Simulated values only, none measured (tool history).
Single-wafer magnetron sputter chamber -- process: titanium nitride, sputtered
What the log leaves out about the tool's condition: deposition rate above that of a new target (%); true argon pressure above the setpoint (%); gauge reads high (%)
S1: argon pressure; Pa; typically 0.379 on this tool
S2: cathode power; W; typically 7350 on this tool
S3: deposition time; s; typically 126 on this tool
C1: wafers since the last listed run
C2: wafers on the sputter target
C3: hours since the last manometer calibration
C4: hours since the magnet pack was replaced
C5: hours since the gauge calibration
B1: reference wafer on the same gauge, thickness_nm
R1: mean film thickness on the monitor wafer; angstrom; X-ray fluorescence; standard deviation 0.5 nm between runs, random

run   hour     S1    S2   S3   C1    C2      C3      C4     C5       B1       R1
  1    0.0  0.379  7350  126    0  3784  2029.7  3759.3   85.5  163.965  1842.83
  2    9.7  0.379  7350  126  152  3937  2039.4  3769.0   95.2  163.931  1850.51
  3   16.3  0.379  7350  126  103  4041  2046.0  3775.6  101.8  164.050  1854.38
      58.8  -- capacitance manometer re-zeroed and calibrated
  4   59.3  0.379  7350  126  551  4592     0.5  3818.6  144.8  163.961  1845.37
  5   68.8  0.379  7350  126  149  4742    10.0  3828.1  154.3  164.025  1853.01
  6   75.6  0.379  7350  126  107  4849    16.8  3834.9  161.1  164.035  1860.01
  7   92.0  0.305  7350  126  258  5107    33.2  3851.3  177.5  163.989  1884.46
      93.3  -- gauge calibrated
  8   99.9  0.476  8250  126  124  5232    41.1  3859.2    6.6  163.963  2039.36
  9  109.7  0.379  8600  150  154  5386    50.9  3869.0   16.4  164.010  2599.68
     125.7  -- magnet pack replaced
 10  126.2  0.379  7350  126  133  5520    67.4     0.5   32.9  163.983  1853.70
 11  129.8  0.379  7350  126   56  5577    71.0     4.1   36.5  163.993  1862.52
     145.3  -- sputter target and shields replaced
 12  145.8  0.329  7350  126  126     7    87.0    20.1   52.5  163.976  1876.99
 13  151.9  0.379  7850  112   96   103    93.1    26.2   58.6  164.015  1757.18
 14  167.4  0.379  8200  126  244   348   108.6    41.7   74.1  164.057  2067.69
 15  183.8  0.379  7850  112  258   606   125.0    58.1   90.5  164.023  1760.01

What if the next run were any one of these 4? Each begins from the tool's condition after run 15:
  A  184.2  0.379  7350  126   6  612  125.4  58.5  90.9   ?   ?
  B  184.2  0.308  7350  126   6  612  125.4  58.5  90.9   ?   ?
  C  184.2  0.330  8150  126   6  612  125.4  58.5  90.9   ?   ?
  D  184.2  0.243  7350  138   6  612  125.4  58.5  90.9   ?   ?

run       B1       R1
  A  163.945  1850.93
  B  163.945  1876.00
  C  163.945  2071.52
  D  163.945  2080.25
With the hidden condition removed and each run's random variation left untouched, the same runs would have given:
run       R1
  A  1850.93
  B  1876.00
  C  2071.52
  D  2080.25

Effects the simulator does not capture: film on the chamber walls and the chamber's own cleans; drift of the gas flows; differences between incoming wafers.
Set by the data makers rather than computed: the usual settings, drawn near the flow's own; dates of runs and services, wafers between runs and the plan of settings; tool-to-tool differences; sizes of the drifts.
